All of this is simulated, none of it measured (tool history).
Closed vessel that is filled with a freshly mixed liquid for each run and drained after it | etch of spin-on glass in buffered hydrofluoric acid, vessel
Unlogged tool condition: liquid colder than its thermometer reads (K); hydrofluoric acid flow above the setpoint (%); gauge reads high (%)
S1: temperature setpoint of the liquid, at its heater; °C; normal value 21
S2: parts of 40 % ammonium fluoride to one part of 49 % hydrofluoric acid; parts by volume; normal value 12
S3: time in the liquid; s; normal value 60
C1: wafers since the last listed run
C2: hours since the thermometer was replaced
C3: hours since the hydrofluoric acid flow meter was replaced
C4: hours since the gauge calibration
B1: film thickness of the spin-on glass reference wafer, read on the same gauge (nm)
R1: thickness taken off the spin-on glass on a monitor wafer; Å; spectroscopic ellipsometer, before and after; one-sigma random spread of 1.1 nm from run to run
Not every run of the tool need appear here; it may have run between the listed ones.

| run | day | S1 | S2 | S3 | C1 | C2 | C3 | C4 | B1 | R1 |
|---|---|---|---|---|---|---|---|---|---|---|
| 1 | 0 | 21 | 12 | 60 | 0 | 1608.6 | 1265.7 | 147 | 29.97 | 2332.8 |
| 2 | 1.738 | 21 | 12 | 60 | 4637 | 1650.3 | 1307.4 | 188.7 | 29.97 | 2327.2 |
| 3 | 2.479 | 21 | 12 | 60 | 1979 | 1668.1 | 1325.2 | 206.5 | 30 | 2328.7 |
| 4 | 3.592 | 21 | 13.5 | 60 | 2969 | 1694.8 | 1351.9 | 233.2 | 30.01 | 2080.9 |
| 5 | 4.2 | 21 | 13.5 | 60 | 1623 | 1709.4 | 1366.5 | 247.8 | 29.99 | 2071.2 |
|  | 4.904 | gauge calibrated |
| 6 | 4.979 | 21 | 12 | 60 | 2079 | 1728.1 | 1385.2 | 1.8 | 29.97 | 2333.5 |
| 7 | 5.512 | 18.5 | 12 | 70 | 1423 | 1740.9 | 1398 | 14.6 | 30 | 2364.3 |
| 8 | 6.988 | 24 | 8 | 75 | 3937 | 1776.3 | 1433.4 | 50 | 30 | 5094.2 |
|  | 7.296 | hydrofluoric acid flow meter replaced |
|  | 7.458 | thermometer replaced |
| 9 | 7.533 | 17 | 9 | 85 | 1234 | 1.8 | 5.7 | 63.1 | 30.01 | 3437.3 |
| 10 | 8.796 | 21 | 12 | 60 | 3370 | 32.1 | 36 | 93.4 | 29.96 | 2405.6 |
| 11 | 9.467 | 24.5 | 7 | 95 | 1790 | 48.2 | 52.1 | 109.5 | 30 | 7676.5 |
| 12 | 10.421 | 23 | 7.5 | 40 | 2546 | 71.1 | 75 | 132.4 | 30.02 | 2772.7 |
| 13 | 11.592 | 24.5 | 12 | 60 | 3125 | 99.2 | 103.1 | 160.5 | 29.97 | 2898.4 |
| 14 | 12.592 | 21 | 12 | 60 | 2669 | 123.2 | 127.1 | 184.5 | 30.03 | 2397.9 |
| 15 | 13.533 | 21 | 12 | 40 | 2513 | 145.8 | 149.7 | 207.1 | 29.99 | 1592 |

Below, each run's measurement less what the same run would have read without the hidden state. Both values contain the same run-to-run variation, but the gauge's scatter may not be the same in both:
| run | R1 |
|---|---|
| 1 | -101.8 |
| 2 | -102.9 |
| 3 | -102.8 |
| 4 | -92.1 |
| 5 | -92.1 |
| 6 | -104.2 |
| 7 | -112 |
| 8 | -157 |
| 9 | -55.3 |
| 10 | -38.8 |
| 11 | -126.9 |
| 12 | -39.9 |
| 13 | -45.1 |
| 14 | -38.7 |
| 15 | -26.7 |
